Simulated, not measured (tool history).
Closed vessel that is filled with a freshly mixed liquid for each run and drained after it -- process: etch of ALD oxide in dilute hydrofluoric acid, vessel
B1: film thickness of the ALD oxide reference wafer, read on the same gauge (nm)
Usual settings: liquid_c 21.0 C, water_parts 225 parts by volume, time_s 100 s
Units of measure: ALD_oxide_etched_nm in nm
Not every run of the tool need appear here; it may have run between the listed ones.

run 1 hour=0.0 | liquid_c=21.0 water_parts=225 time_s=100 | B1=90.02 | ALD_oxide_etched_nm=11.07
run 2 hour=21.1 | liquid_c=21.0 water_parts=225 time_s=100 | B1=89.99 | ALD_oxide_etched_nm=11.10
run 3 hour=46.8 | liquid_c=21.0 water_parts=225 time_s=100 | B1=90.00 | ALD_oxide_etched_nm=11.10
run 4 hour=81.8 | liquid_c=21.0 water_parts=225 time_s=100 | B1=90.00 | ALD_oxide_etched_nm=11.17
run 5 hour=105.6 | liquid_c=21.0 water_parts=225 time_s=100 | B1=90.01 | ALD_oxide_etched_nm=11.21
run 6 hour=132.3 | liquid_c=21.0 water_parts=155 time_s=100 | B1=90.00 | ALD_oxide_etched_nm=17.45
run 7 hour=152.5 | liquid_c=21.0 water_parts=225 time_s=120 | B1=90.03 | ALD_oxide_etched_nm=13.57
-- hour=177.0 thermometer replaced
-- hour=177.9 gauge calibrated
run 8 hour=184.9 | liquid_c=21.0 water_parts=225 time_s=120 | B1=89.99 | ALD_oxide_etched_nm=13.59
run 9 hour=215.9 | liquid_c=21.0 water_parts=165 time_s=65 | B1=89.98 | ALD_oxide_etched_nm=10.61
run 10 hour=247.5 | liquid_c=21.0 water_parts=225 time_s=100 | B1=90.00 | ALD_oxide_etched_nm=11.38
run 11 hour=270.2 | liquid_c=19.5 water_parts=225 time_s=130 | B1=90.00 | ALD_oxide_etched_nm=13.99

Run 12, settings as shown, results not yet in. Your forecast:
run 12 hour=287.4 | liquid_c=17.5 water_parts=225 time_s=150 | B1=? | ALD_oxide_etched_nm=?

B1: 89.98
ALD_oxide_etched_nm: 14.91 nm
Were there no unlogged condition in the tool, this run, its random variation unchanged, would have produced ALD_oxide_etched_nm 13.03 nm.
